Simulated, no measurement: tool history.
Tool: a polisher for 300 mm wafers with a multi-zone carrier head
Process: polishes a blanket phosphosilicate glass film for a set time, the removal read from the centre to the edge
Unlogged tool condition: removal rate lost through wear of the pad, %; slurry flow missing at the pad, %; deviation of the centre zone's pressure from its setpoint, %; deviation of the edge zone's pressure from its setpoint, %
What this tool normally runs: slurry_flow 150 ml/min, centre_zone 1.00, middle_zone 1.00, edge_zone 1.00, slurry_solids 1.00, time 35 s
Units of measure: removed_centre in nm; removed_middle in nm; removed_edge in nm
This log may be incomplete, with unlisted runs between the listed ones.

run    hour  slurry_flow  centre_zone  middle_zone  edge_zone  slurry_solids  time  wafers since the last listed run  wafers polished on this pad  hours since the slurry nozzle was cleaned  hours since the centre zone pressure was calibrated  hours since the edge zone pressure was calibrated  hours since the carrier head's membrane was replaced  incoming thickness of the incoming film, nm  removed_centre  removed_middle  removed_edge
  1     0.0          150         1.00         1.00       1.00           1.00    35                                 0                          221                                      584.1                                                585.1                                              371.2                                                 410.1                                       3737.6           271.6           278.0         274.4
        8.2  -- slurry nozzle cleaned
  2   105.7          150         1.00         1.00       1.00           0.85    35                               740                          962                                       97.5                                                690.8                                              476.9                                                 515.8                                       3655.1           247.4           235.8         233.8
  3   172.5          150         1.00         1.00       1.00           0.85    35                               472                         1434                                      164.3                                                757.6                                              543.7                                                 582.6                                       3676.7           246.5           236.9         235.2
  4   268.7          150         1.00         1.00       1.00           0.85    35                               680                         2115                                      260.5                                                853.8                                              639.9                                                 678.8                                       3691.7           249.2           233.4         235.0
      405.2  -- worn pad replaced by a new one
  5   514.9          150         1.00         1.00       1.00           1.00    32                              1713                          776                                      506.7                                               1100.0                                              886.1                                                 925.0                                       3674.5           271.4           250.7         251.9
  6   584.0          150         1.00         1.00       1.00           1.00    32                               488                         1264                                      575.8                                               1169.1                                              955.2                                                 994.1                                       3736.8           274.7           248.4         251.5
      589.0  -- centre zone pressure recalibrated
      705.3  -- slurry nozzle cleaned
      861.8  -- worn pad replaced by a new one
  7   903.7          150         1.00         1.00       1.00           1.00    32                              2212                          296                                      198.4                                                314.7                                             1274.9                                                1313.8                                       3708.4           244.6           249.6         252.8
  8   974.5          175         1.00         1.00       1.00           1.00    35                               500                          797                                      269.2                                                385.5                                             1345.7                                                1384.6                                       3746.0           270.8           281.3         284.0
  9  1010.7          175         1.00         1.00       1.00           1.00    35                               256                         1053                                      305.4                                                421.7                                             1381.9                                                1420.8                                       3697.6           278.7           278.8         281.2
 10  1110.9          150         1.00         1.00       1.00           1.00    35                               708                         1762                                      405.6                                                521.9                                             1482.1                                                1521.0                                       3646.1           273.8           273.5         278.2
     1142.2  -- edge zone pressure recalibrated
 11  1197.7          150         1.00         1.00       1.00           1.00    35                               599                         2362                                      492.4                                                608.7                                               55.5                                                1607.8                                       3677.7           275.7           270.1         278.2
     1222.0  -- worn pad replaced by a new one
     1230.8  -- carrier head's membrane replaced by a new one
 12  1237.3          150         0.89         1.00       0.93           0.85    29                               216                           72                                      532.0                                                648.3                                               95.1                                                   6.5                                       3697.7           174.3           198.7         190.1
 13  1297.3          150         1.00         1.10       1.00           1.00    35                               424                          497                                      592.0                                                708.3                                              155.1                                                  66.5                                       3639.6           274.9           299.1         275.4
     1335.8  -- slurry nozzle cleaned
 14  1369.4          150         1.00         1.00       1.00           1.00    35                               502                         1000                                       33.6                                                780.4                                              227.2                                                 138.6                                       3715.1           281.8           273.3         272.7
 15  1407.3          150         1.07         1.00       1.08           1.00    35                               268                         1268                                       71.5                                                818.3                                              265.1                                                 176.5                                       3764.6           301.0           267.4         282.8
 16  1464.6          120         1.06         1.08       1.00           1.00    35                               405                         1673                                      128.8                                                875.6                                              322.4                                                 233.8                                       3702.0           288.9           282.8         264.5
 17  1566.2          150         1.00         1.00       1.00           0.75    35                               718                         2392                                      230.4                                                977.2                                              424.0                                                 335.4                                       3737.9           215.9           207.6         203.2
 18  1660.4          150         1.00         1.00       1.00           1.00    35                               666                         3058                                      324.6                                               1071.4                                              518.2                                                 429.6                                       3756.7           299.0           273.0         269.5
     1666.9  -- worn pad replaced by a new one
 19  1766.2          150         1.00         1.00       1.00           1.00    35                               720                          702                                      430.4                                               1177.2                                              624.0                                                 535.4                                       3701.4           293.5           265.8         274.3
     1838.9  -- centre zone pressure recalibrated
 20  1863.2          150         1.00         1.00       1.00           1.00    23                               672                         1374                                      527.4                                                 24.3                                              721.0                                                 632.4                                       3770.7           171.8           174.8         178.7
 21  1920.4          150         1.00         0.90       1.07           1.20    35                               404                         1779                                      584.6                                                 81.5                                              778.2                                                 689.6                                       3701.7           303.1           278.9         320.6

What if the next run were any one of these 4? Each begins from the tool's condition after run 21:
  A  1920.8          150         1.00         1.00       1.00           1.00    35                                 2                         1782                                      585.0                                                 81.9                                              778.6                                                 690.0                                       3737.6               ?               ?             ?
  B  1920.8          150         0.89         1.00       1.00           1.00    47                                 2                         1782                                      585.0                                                 81.9                                              778.6                                                 690.0                                       3737.6               ?               ?             ?
  C  1920.8          100         1.00         1.00       1.04           1.00    32                                 2                         1782                                      585.0                                                 81.9                                              778.6                                                 690.0                                       3737.6               ?               ?             ?
  D  1920.8          150         1.00         1.05       1.00           1.00    30                                 2                         1782                                      585.0                                                 81.9                                              778.6                                                 690.0                                       3737.6               ?               ?             ?

run  removed_centre  removed_middle  removed_edge
  A           266.7           280.4         278.6
  B           318.4           376.8         374.2
  C           224.8           238.8         247.0
  D           228.7           250.5         238.7
What these runs would have given with no unlogged condition in the tool:
run  removed_centre  removed_middle  removed_edge
  A           268.3           280.4         278.6
  B           320.4           376.8         374.2
  C           226.2           238.8         247.0
  D           230.1           250.5         238.7
